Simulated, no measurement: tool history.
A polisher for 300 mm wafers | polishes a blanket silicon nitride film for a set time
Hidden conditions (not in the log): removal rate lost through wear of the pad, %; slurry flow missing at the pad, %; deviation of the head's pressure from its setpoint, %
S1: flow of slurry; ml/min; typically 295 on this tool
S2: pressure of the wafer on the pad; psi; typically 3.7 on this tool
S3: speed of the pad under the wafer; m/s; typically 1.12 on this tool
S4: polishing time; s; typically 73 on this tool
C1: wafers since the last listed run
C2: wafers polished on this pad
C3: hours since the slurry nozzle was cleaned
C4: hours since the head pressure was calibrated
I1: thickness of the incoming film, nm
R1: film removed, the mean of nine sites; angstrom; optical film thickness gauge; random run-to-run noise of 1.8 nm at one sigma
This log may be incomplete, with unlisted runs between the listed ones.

run     day   S1   S2    S3  S4    C1    C2     C3     C4     I1    R1
  1   0.000  295  3.7  1.12  73     0  2800  221.5  850.7  409.8  1162
      0.333  -- head pressure recalibrated
      2.962  -- worn pad replaced by a new one
  2   3.821  295  3.7  1.12  73  1137   273  313.2   83.7  403.2  1231
  3   6.275  295  3.7  1.12  73   781  1055  372.1  142.6  409.6  1187
  4   9.104  295  4.0  1.12  73   901  1957  440.0  210.5  404.2  1269
  5  12.550  295  4.0  1.12  73  1097  3054  522.7  293.2  408.5  1235
     16.350  -- worn pad replaced by a new one
  6  17.292  295  4.0  1.12  73  1457   300  636.5  407.0  406.9  1304
     26.325  -- slurry nozzle cleaned
     30.229  -- worn pad replaced by a new one
  7  30.250  295  3.7  1.12  86  4062     6   94.2  718.0  414.2  1516
  8  33.233  295  3.7  1.12  86   950   956  165.8  789.6  411.9  1432
  9  34.892  295  3.7  1.12  73   528  1485  205.6  829.4  411.8  1188
 10  38.429  295  3.7  0.90  73  1127  2612  290.5  914.3  410.5   988
     40.712  -- head pressure recalibrated
 11  41.621  295  2.4  1.12  73   990  3602  367.1   21.8  408.3   809
     43.688  -- worn pad replaced by a new one
 12  44.508  210  4.5  0.84  91   866   261  436.4   91.1  407.4  1432
 13  46.950  205  3.7  1.12  81   777  1039  495.0  149.7  406.4  1329
 14  50.733  205  3.7  1.12  73  1205  2244  585.8  240.5  406.7  1132
 15  54.146  245  3.1  1.42  73  1087  3332  667.7  322.4  416.1  1193
     56.488  -- slurry nozzle cleaned
     56.808  -- worn pad replaced by a new one
 16  57.429  295  3.7  1.12  90   979   198   22.6  401.2  414.0  1545
 17  60.888  385  3.7  1.46  81  1101  1300  105.6  484.2  418.3  1737

Below, some changes in R1 between adjacent runs. For each, the amount present without the hidden state too (settings, incoming material, random variation) and the amount remaining for the hidden state with gauge scatter not shared by both compared results:
Run 11 -> 12: S1 295 -> 210, S2 2.4 -> 4.5, S3 1.12 -> 0.84, S4 73 -> 91, worn pad replaced by a new one. R1 +623 angstrom: hidden state +70, all else +553.
Run 16 -> 17: S1 295 -> 385, S3 1.12 -> 1.46, S4 90 -> 81. R1 +192 angstrom: hidden state -105, all else +297.

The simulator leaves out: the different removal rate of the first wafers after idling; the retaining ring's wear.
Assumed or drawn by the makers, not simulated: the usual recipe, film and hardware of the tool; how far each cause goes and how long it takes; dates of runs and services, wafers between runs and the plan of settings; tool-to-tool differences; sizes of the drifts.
